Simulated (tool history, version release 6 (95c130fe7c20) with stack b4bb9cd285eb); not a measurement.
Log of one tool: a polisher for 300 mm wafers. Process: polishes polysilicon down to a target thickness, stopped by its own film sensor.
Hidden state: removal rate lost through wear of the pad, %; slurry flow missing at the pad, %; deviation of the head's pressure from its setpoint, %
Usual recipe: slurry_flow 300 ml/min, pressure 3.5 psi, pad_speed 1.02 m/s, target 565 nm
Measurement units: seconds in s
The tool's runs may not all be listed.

run   hour  slurry_flow  pressure  pad_speed  target  wafers since the last listed run  wafers polished on this pad  hours since the slurry nozzle was cleaned  hours since the head pressure was calibrated  incoming thickness of the incoming film, nm  seconds
  1    0.0          300       3.5       1.02     395                                 0                          266                                      275.0                                         788.3                                       1463.0    107.2
  2   13.8          300       3.5       1.02     395                               100                          366                                      288.8                                         802.1                                       1449.0    107.4
  3   25.6          300       3.5       1.02     565                                86                          453                                      300.6                                         813.9                                       1464.3     91.6
  4   34.1          300       3.5       1.02     565                                62                          515                                      309.1                                         822.4                                       1435.5     87.5
  5   46.1          300       4.0       1.02     565                                87                          602                                      321.1                                         834.4                                       1491.3     83.3
  6   55.9          300       4.0       1.02     565                                71                          674                                      330.9                                         844.2                                       1454.6     78.5
  7   66.1          300       3.5       1.02     565                                74                          748                                      341.1                                         854.4                                       1466.7     90.7
  8   78.4          300       3.5       1.02     565                                89                          838                                      353.4                                         866.7                                       1435.0     88.6
      92.6  -- worn pad replaced by a new one
  9   93.1          300       3.5       1.02     565                                78                            3                                      368.1                                         881.4                                       1468.0     91.7
 10  106.6          300       3.5       1.02     565                                98                          102                                      381.6                                         894.9                                       1478.1     92.3
 11  112.8          300       3.5       1.02     565                                45                          147                                      387.8                                         901.1                                       1471.5     90.8
 12  122.1          300       3.5       1.02     565                                67                          215                                      397.1                                         910.4                                       1450.2     88.0
 13  137.5          300       3.5       1.02     565                               112                          327                                      412.5                                         925.8                                       1442.6     90.3
 14  152.1          300       3.5       1.02     565                               106                          434                                      427.1                                         940.4                                       1454.4     88.7
 15  166.9          300       3.5       1.20     565                               108                          542                                      441.9                                         955.2                                       1465.8     79.0
 16  181.2          255       4.1       0.80     378                               104                          646                                      456.2                                         969.5                                       1465.2    117.3
 17  195.4          300       3.5       1.02     565                               103                          750                                      470.4                                         983.7                                       1450.4     88.9
 18  201.5          300       3.5       0.84     565                                44                          795                                      476.5                                         989.8                                       1470.2    107.6
     217.9  -- worn pad replaced by a new one
     244.9  -- slurry nozzle cleaned
 19  245.4          300       3.5       1.02     565                               284                          193                                        0.5                                        1033.7                                       1458.8     88.9
     248.2  -- head pressure recalibrated
 20  258.8          380       4.0       1.20     657                                83                          277                                       13.9                                          10.6                                       1448.2     76.4
 21  266.3          300       3.5       0.86     565                                54                          331                                       21.4                                          18.1                                       1451.4    132.3
 22  274.5          365       4.6       1.02     648                                59                          391                                       29.6                                          26.3                                       1491.6     82.2
 23  287.6          355       3.5       1.02     565                                95                          487                                       42.7                                          39.4                                       1470.4    115.9
 24  303.5          300       3.5       1.02     565                               116                          603                                       58.6                                          55.3                                       1451.2    114.4
 25  314.1          240       2.3       0.74     565                                77                          680                                       69.2                                          65.9                                       1472.2    235.8
 26  325.0          335       2.5       1.02     565                                79                          760                                       80.1                                          76.8                                       1451.0    158.3
     333.0  -- worn pad replaced by a new one
 27  339.6          300       3.5       1.02     565                                77                           48                                       94.7                                          91.4                                       1442.7    113.6
 28  357.0          300       3.5       1.02     751                               127                          175                                      112.1                                         108.8                                       1458.3     90.6
 29  370.6          300       2.7       1.02     565                                99                          274                                      125.7                                         122.4                                       1466.0    147.5
 30  386.0          300       3.5       1.02     565                               112                          386                                      141.1                                         137.8                                       1491.5    116.8
     388.5  -- head pressure recalibrated, repeated, since the last time left the tool worse
 31  400.0          300       3.5       1.02     452                                87                          474                                      155.1                                          11.5                                       1482.1    113.3
 32  411.4          300       3.5       0.68     565                                83                          557                                      166.5                                          22.9                                       1488.1    142.2
 33  419.3          300       3.1       1.02     565                                57                          615                                      174.4                                          30.8                                       1453.5    108.6
 34  430.4          300       3.5       1.16     565                                81                          696                                      185.5                                          41.9                                       1471.3     88.2
     441.1  -- worn pad replaced by a new one
 35  441.6          260       3.5       1.02     725                                52                            3                                      196.7                                          53.1                                       1470.4     82.5
 36  448.3          300       3.5       1.02     565                                48                           52                                      203.4                                          59.8                                       1463.9     97.1
 37  462.6          385       3.5       1.36     565                               104                          157                                      217.7                                          74.1                                       1471.4     74.2
 38  478.1          385       4.6       0.88     565                               113                          270                                      233.2                                          89.6                                       1465.1     82.4

Measured minus without-hidden-state, run by run (identical run-to-run variation in each term; gauge scatter may differ):
run  seconds
  1     -7.5
  2     -7.6
  3     -6.6
  4     -6.4
  5     -6.1
  6     -5.9
  7     -6.8
  8     -6.7
  9     -7.2
 10     -7.3
 11     -7.2
 12     -7.1
 13     -7.3
 14     -7.3
 15     -6.7
 16    -10.0
 17     -7.7
 18     -9.3
 19     -8.1
 20    +11.8
 21    +20.4
 22    +12.6
 23    +17.7
 24    +17.3
 25    +35.5
 26    +23.7
 27    +16.8
 28    +13.3
 29    +21.5
 30    +16.8
 31     -0.1
 32     -0.4
 33     -0.3
 34     -0.4
 35     -0.4
 36     -0.5
 37     -0.5
 38     -0.7
